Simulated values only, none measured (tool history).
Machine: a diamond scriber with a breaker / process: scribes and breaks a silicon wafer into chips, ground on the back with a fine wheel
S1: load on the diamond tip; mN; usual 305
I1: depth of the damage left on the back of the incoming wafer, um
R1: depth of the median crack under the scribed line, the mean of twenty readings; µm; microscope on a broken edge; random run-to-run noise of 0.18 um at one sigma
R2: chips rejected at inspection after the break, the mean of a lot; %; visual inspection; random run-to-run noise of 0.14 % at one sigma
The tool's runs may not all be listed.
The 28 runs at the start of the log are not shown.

{"run": 29, "day": 87.671, "S1": 305, "I1": 2.24, "R1": 11.17, "R2": 2.89}
{"run": 30, "day": 90.358, "S1": 305, "I1": 2.52, "R1": 11.1, "R2": 3.58}
{"run": 31, "day": 94.771, "S1": 395, "I1": 2.83, "R1": 12.96, "R2": 10.54}
{"day": 96.629, "done": "load on the tip recalibrated"}
{"run": 32, "day": 97.158, "S1": 350, "I1": 1.8, "R1": 11.27, "R2": 2.46}
{"run": 33, "day": 100.083, "S1": 378, "I1": 2.31, "R1": 11.48, "R2": 5.08}
{"run": 34, "day": 102.008, "S1": 387, "I1": 2.96, "R1": 12.38, "R2": 6.51}
{"run": 35, "day": 104.829, "S1": 279, "I1": 1.97, "R1": 10.04, "R2": 2.06}
{"run": 36, "day": 109.1, "S1": 372, "I1": 1.69, "R1": 12.28, "R2": 5.44}
{"run": 37, "day": 112.3, "S1": 277, "I1": 1.62, "R1": 10.46, "R2": 1.48}

Alternative continuations, all from the tool just after run 37; predict every row:
{"run": "A", "day": 112.325, "S1": 339, "I1": 2.08, "R1": "?", "R2": "?"}
{"run": "B", "day": 112.325, "S1": 234, "I1": 2.08, "R1": "?", "R2": "?"}
{"run": "C", "day": 112.325, "S1": 340, "I1": 2.08, "R1": "?", "R2": "?"}
{"run": "D", "day": 112.325, "S1": 242, "I1": 2.08, "R1": "?", "R2": "?"}
{"run": "E", "day": 112.325, "S1": 260, "I1": 2.08, "R1": "?", "R2": "?"}

run=A R1=11.28 R2=3.39
run=B R1=9.19 R2=3.79
run=C R1=11.30 R2=3.44
run=D R1=9.35 R2=3.23
run=E R1=9.72 R2=2.37
With the hidden condition removed and each run's random variation left untouched, the same runs would have given:
run=A R1=10.79 R2=2.38
run=B R1=8.79 R2=5.55
run=C R1=10.81 R2=2.41
run=D R1=8.95 R2=4.76
run=E R1=9.31 R2=3.38
